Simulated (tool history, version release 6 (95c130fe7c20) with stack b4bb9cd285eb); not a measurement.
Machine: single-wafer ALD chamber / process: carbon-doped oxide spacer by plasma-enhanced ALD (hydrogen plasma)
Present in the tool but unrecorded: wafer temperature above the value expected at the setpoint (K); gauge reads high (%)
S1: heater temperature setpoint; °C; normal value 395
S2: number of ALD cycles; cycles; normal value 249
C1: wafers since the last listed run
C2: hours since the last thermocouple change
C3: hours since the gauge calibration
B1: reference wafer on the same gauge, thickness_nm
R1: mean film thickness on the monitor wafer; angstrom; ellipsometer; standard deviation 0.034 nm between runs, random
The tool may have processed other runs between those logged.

Run 1, hour 0: usual settings; C1 0; C2 1926.9; C3 460.6; B1 11.302. Result: R1 135.96 angstrom.
Run 2, hour 16.6: usual settings; C1 16; C2 1943.5; C3 477.2; B1 11.296. Result: R1 136.42 angstrom.
Run 3, hour 51.4: usual settings but S1 390 °C, S2 268 cycles; C1 34; C2 1978.3; C3 512; B1 11.296. Result: R1 146.39 angstrom.
Run 4, hour 64.7: usual settings; C1 13; C2 1991.6; C3 525.3; B1 11.291. Result: R1 135.79 angstrom.
Run 5, hour 97.1: usual settings; C1 32; C2 2024; C3 557.7; B1 11.298. Result: R1 136.09 angstrom.
Run 6, hour 132.1: usual settings; C1 35; C2 2059; C3 592.7; B1 11.314. Result: R1 136.11 angstrom.
At hour 144.9: gauge calibrated.
Run 7, hour 154.6: usual settings but S2 271 cycles; C1 22; C2 2081.5; C3 9.7; B1 11.305. Result: R1 147.74 angstrom.
Run 8, hour 188: usual settings but S2 271 cycles; C1 33; C2 2114.9; C3 43.1; B1 11.309. Result: R1 147.91 angstrom.
Run 9, hour 214.4: usual settings but S2 271 cycles; C1 26; C2 2141.3; C3 69.5; B1 11.302. Result: R1 148.44 angstrom.
Run 10, hour 236.2: usual settings; C1 21; C2 2163.1; C3 91.3; B1 11.304. Result: R1 136.18 angstrom.
Run 11, hour 333.9: usual settings; C1 97; C2 2260.8; C3 189; B1 11.302. Result: R1 136.13 angstrom.
Run 12, hour 352.6: usual settings; C1 18; C2 2279.5; C3 207.7; B1 11.298. Result: R1 135.95 angstrom.
At hour 363.9: thermocouple changed; heater temperature recalibrated.
Run 13, hour 375.2: usual settings; C1 14; C2 11.3; C3 230.3; B1 11.299. Result: R1 136.54 angstrom.
Run 14, hour 392.3: usual settings; C1 17; C2 28.4; C3 247.4; B1 11.304. Result: R1 136.39 angstrom.
Run 15, hour 413.2: usual settings; C1 20; C2 49.3; C3 268.3; B1 11.294. Result: R1 135.96 angstrom.
Run 16, hour 433.5: usual settings; C1 20; C2 69.6; C3 288.6; B1 11.298. Result: R1 135.62 angstrom.
Run 17, hour 462.8: usual settings but S2 282 cycles; C1 29; C2 98.9; C3 317.9; B1 11.307. Result: R1 153.96 angstrom.
Run 18, hour 493.8: usual settings; C1 31; C2 129.9; C3 348.9; B1 11.291. Result: R1 135.82 angstrom.
Run 19, hour 526.8: usual settings; C1 33; C2 162.9; C3 381.9; B1 11.295. Result: R1 136.6 angstrom.
Run 20, hour 549.2: usual settings; C1 22; C2 185.3; C3 404.3; B1 11.295. Result: R1 135.87 angstrom.
Run 21, hour 578.1: usual settings; C1 28; C2 214.2; C3 433.2; B1 11.306. Result: R1 135.9 angstrom.
Run 22, hour 606.6: usual settings but S1 384 °C, S2 282 cycles; C1 28; C2 242.7; C3 461.7; B1 11.298. Result: R1 154.18 angstrom.
Run 23, hour 634.3: usual settings but S1 408 °C, S2 296 cycles; C1 27; C2 270.4; C3 489.4; B1 11.313. Result: R1 157.21 angstrom.
Run 24, hour 657.7: usual settings but S1 381 °C, S2 229 cycles; C1 23; C2 293.8; C3 512.8; B1 11.3. Result: R1 125.74 angstrom.
Run 25, hour 671.6: usual settings but S2 281 cycles; C1 13; C2 307.7; C3 526.7; B1 11.307. Result: R1 153.84 angstrom.
Run 26, hour 697.1: usual settings but S1 405 °C, S2 271 cycles; C1 25; C2 333.2; C3 552.2; B1 11.298. Result: R1 146.78 angstrom.
Run 27, hour 713.9: usual settings but S2 227 cycles; C1 16; C2 350; C3 569; B1 11.296. Result: R1 124.05 angstrom.
Run 28, hour 727.1: usual settings but S1 401 °C; C1 13; C2 363.2; C3 582.2; B1 11.298. Result: R1 135.82 angstrom.
At hour 731: gauge calibrated.
Run 29, hour 762.1: usual settings but S1 387 °C, S2 262 cycles; C1 35; C2 398.2; C3 31.1; B1 11.309. Result: R1 142.83 angstrom.
Run 30, hour 774.7: usual settings but S1 388 °C, S2 213 cycles; C1 12; C2 410.8; C3 43.7; B1 11.292. Result: R1 116.5 angstrom.
Run 31, hour 857.8: usual settings but S2 278 cycles; C1 83; C2 493.9; C3 126.8; B1 11.297. Result: R1 152.22 angstrom.
Run 32, hour 871.2: usual settings but S1 384 °C; C1 13; C2 507.3; C3 140.2; B1 11.302. Result: R1 136.03 angstrom.
Run 33, hour 904.8: usual settings; C1 33; C2 540.9; C3 173.8; B1 11.302. Result: R1 135.71 angstrom.
Run 34, hour 935: usual settings; C1 30; C2 571.1; C3 204; B1 11.295. Result: R1 136.33 angstrom.
Run 35, hour 969.3: usual settings but S1 401 °C, S2 221 cycles; C1 34; C2 605.4; C3 238.3; B1 11.302. Result: R1 120.31 angstrom.
Run 36, hour 986.7: usual settings; C1 17; C2 622.8; C3 255.7; B1 11.296. Result: R1 136.16 angstrom.
Run 37, hour 1019.3: usual settings but S1 406 °C, S2 279 cycles; C1 32; C2 655.4; C3 288.3; B1 11.306. Result: R1 149.7 angstrom.

Hidden condition of the tool, last listed run before each entry between runs versus first listed run after:
In the gap between runs 6 and 7: gauge calibrated (hour 144.9)
  no difference in the tool's unlogged condition between these two runs
In the gap between runs 12 and 13: thermocouple changed; heater temperature recalibrated (hour 363.9)
  no difference in the tool's unlogged condition between these two runs
In the gap between runs 28 and 29: gauge calibrated (hour 731)
  no difference in the tool's unlogged condition between these two runs
